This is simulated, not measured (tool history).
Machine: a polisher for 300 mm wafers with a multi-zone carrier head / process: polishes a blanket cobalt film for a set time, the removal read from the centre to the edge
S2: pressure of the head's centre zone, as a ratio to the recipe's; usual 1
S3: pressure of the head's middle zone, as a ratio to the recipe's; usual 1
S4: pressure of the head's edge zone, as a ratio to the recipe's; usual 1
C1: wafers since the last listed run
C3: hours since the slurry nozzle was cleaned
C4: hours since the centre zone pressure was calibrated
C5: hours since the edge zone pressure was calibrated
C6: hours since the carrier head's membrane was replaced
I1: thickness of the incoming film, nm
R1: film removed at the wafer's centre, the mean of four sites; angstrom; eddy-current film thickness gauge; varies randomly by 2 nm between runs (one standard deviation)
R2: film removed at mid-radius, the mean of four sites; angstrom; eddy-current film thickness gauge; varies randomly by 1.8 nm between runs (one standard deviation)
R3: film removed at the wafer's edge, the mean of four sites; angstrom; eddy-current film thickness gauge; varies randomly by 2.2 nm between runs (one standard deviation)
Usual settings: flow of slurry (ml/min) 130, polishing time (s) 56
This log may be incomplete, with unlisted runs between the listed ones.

run 1 hour=0 | flow_of_slurry_(ml/min)=130 S2=0.96 S3=1 S4=1 polishing_time_(s)=56 | C1=0 wafers_polished_on_this_pad=1088 C3=531.4 C4=766.7 C5=7.1 C6=772.3 | I1=1264.8 | R1=1445 R2=1540 R3=1522
run 2 hour=32.5 | flow_of_slurry_(ml/min)=130 S2=0.96 S3=1 S4=1 polishing_time_(s)=56 | C1=244 wafers_polished_on_this_pad=1333 C3=563.9 C4=799.2 C5=39.6 C6=804.8 | I1=1310 | R1=1422 R2=1526 R3=1483
-- hour=35.1 slurry nozzle cleaned
run 3 hour=65.7 | flow_of_slurry_(ml/min)=145 S2=0.93 S3=1 S4=1 polishing_time_(s)=50 | C1=242 wafers_polished_on_this_pad=1576 C3=30.6 C4=832.4 C5=72.8 C6=838 | I1=1284.6 | R1=1141 R2=1304 R3=1296
-- hour=72.6 centre zone pressure recalibrated
run 4 hour=97.4 | flow_of_slurry_(ml/min)=130 S2=1.07 S3=0.97 S4=1 polishing_time_(s)=64 | C1=223 wafers_polished_on_this_pad=1800 C3=62.3 C4=24.8 C5=104.5 C6=869.7 | I1=1286.2 | R1=1565 R2=1527 R3=1645
-- hour=105.6 worn pad replaced by a new one
run 5 hour=114.5 | flow_of_slurry_(ml/min)=130 S2=1 S3=0.93 S4=1.06 polishing_time_(s)=56 | C1=98 wafers_polished_on_this_pad=67 C3=79.4 C4=41.9 C5=121.6 C6=886.8 | I1=1310.5 | R1=1330 R2=1307 R3=1454
run 6 hour=140.5 | flow_of_slurry_(ml/min)=130 S2=1 S3=1.09 S4=1 polishing_time_(s)=56 | C1=195 wafers_polished_on_this_pad=263 C3=105.4 C4=67.9 C5=147.6 C6=912.8 | I1=1296.5 | R1=1329 R2=1486 R3=1414
run 7 hour=165.9 | flow_of_slurry_(ml/min)=130 S2=1 S3=1 S4=1.07 polishing_time_(s)=56 | C1=191 wafers_polished_on_this_pad=454 C3=130.8 C4=93.3 C5=173 C6=938.2 | I1=1284.6 | R1=1285 R2=1395 R3=1471
run 8 hour=180.9 | flow_of_slurry_(ml/min)=130 S2=1 S3=1 S4=1 polishing_time_(s)=56 | C1=113 wafers_polished_on_this_pad=567 C3=145.8 C4=108.3 C5=188 C6=953.2 | I1=1267.1 | R1=1298 R2=1353 R3=1461
-- hour=239.3 carrier head's membrane replaced by a new one
run 9 hour=288.1 | flow_of_slurry_(ml/min)=130 S2=1 S3=1 S4=1 polishing_time_(s)=56 | C1=769 wafers_polished_on_this_pad=1337 C3=253 C4=215.5 C5=295.2 C6=48.8 | I1=1269.2 | R1=1254 R2=1349 R3=1366
-- hour=302.3 slurry nozzle cleaned, repeated, since the last time left the tool worse
run 10 hour=320.3 | flow_of_slurry_(ml/min)=130 S2=1 S3=1 S4=1 polishing_time_(s)=56 | C1=235 wafers_polished_on_this_pad=1572 C3=18 C4=247.7 C5=327.4 C6=81 | I1=1319.7 | R1=1510 R2=1631 R3=1542
run 11 hour=336.8 | flow_of_slurry_(ml/min)=130 S2=1 S3=0.91 S4=0.95 polishing_time_(s)=56 | C1=124 wafers_polished_on_this_pad=1696 C3=34.5 C4=264.2 C5=343.9 C6=97.5 | I1=1313.5 | R1=1564 R2=1464 R3=1532
run 12 hour=355.1 | flow_of_slurry_(ml/min)=130 S2=1 S3=1 S4=1 polishing_time_(s)=56 | C1=137 wafers_polished_on_this_pad=1834 C3=52.8 C4=282.5 C5=362.2 C6=115.8 | I1=1280.6 | R1=1573 R2=1614 R3=1575
-- hour=364.1 worn pad replaced by a new one
run 13 hour=390.9 | flow_of_slurry_(ml/min)=145 S2=0.9 S3=1 S4=1.05 polishing_time_(s)=56 | C1=239 wafers_polished_on_this_pad=202 C3=88.6 C4=318.3 C5=398 C6=151.6 | I1=1280.6 | R1=1428 R2=1654 R3=1647
run 14 hour=412.7 | flow_of_slurry_(ml/min)=145 S2=1 S3=1.06 S4=1 polishing_time_(s)=56 | C1=164 wafers_polished_on_this_pad=366 C3=110.4 C4=340.1 C5=419.8 C6=173.4 | I1=1291.7 | R1=1576 R2=1766 R3=1612

Run 15, settings as shown, results not yet in. Your forecast:
run 15 hour=440.8 | flow_of_slurry_(ml/min)=130 S2=1 S3=1 S4=1 polishing_time_(s)=50 | C1=211 wafers_polished_on_this_pad=578 C3=138.5 C4=368.2 C5=447.9 C6=201.5 | I1=1290.4 | R1=? R2=? R3=?

{"run 15": {"R1": 1370, "R2": 1431, "R3": 1391}}
If the tool had no hidden condition, the same run with the same run-to-run variation would have returned R1 1392 angstrom, R2 1451 angstrom, R3 1405 angstrom.

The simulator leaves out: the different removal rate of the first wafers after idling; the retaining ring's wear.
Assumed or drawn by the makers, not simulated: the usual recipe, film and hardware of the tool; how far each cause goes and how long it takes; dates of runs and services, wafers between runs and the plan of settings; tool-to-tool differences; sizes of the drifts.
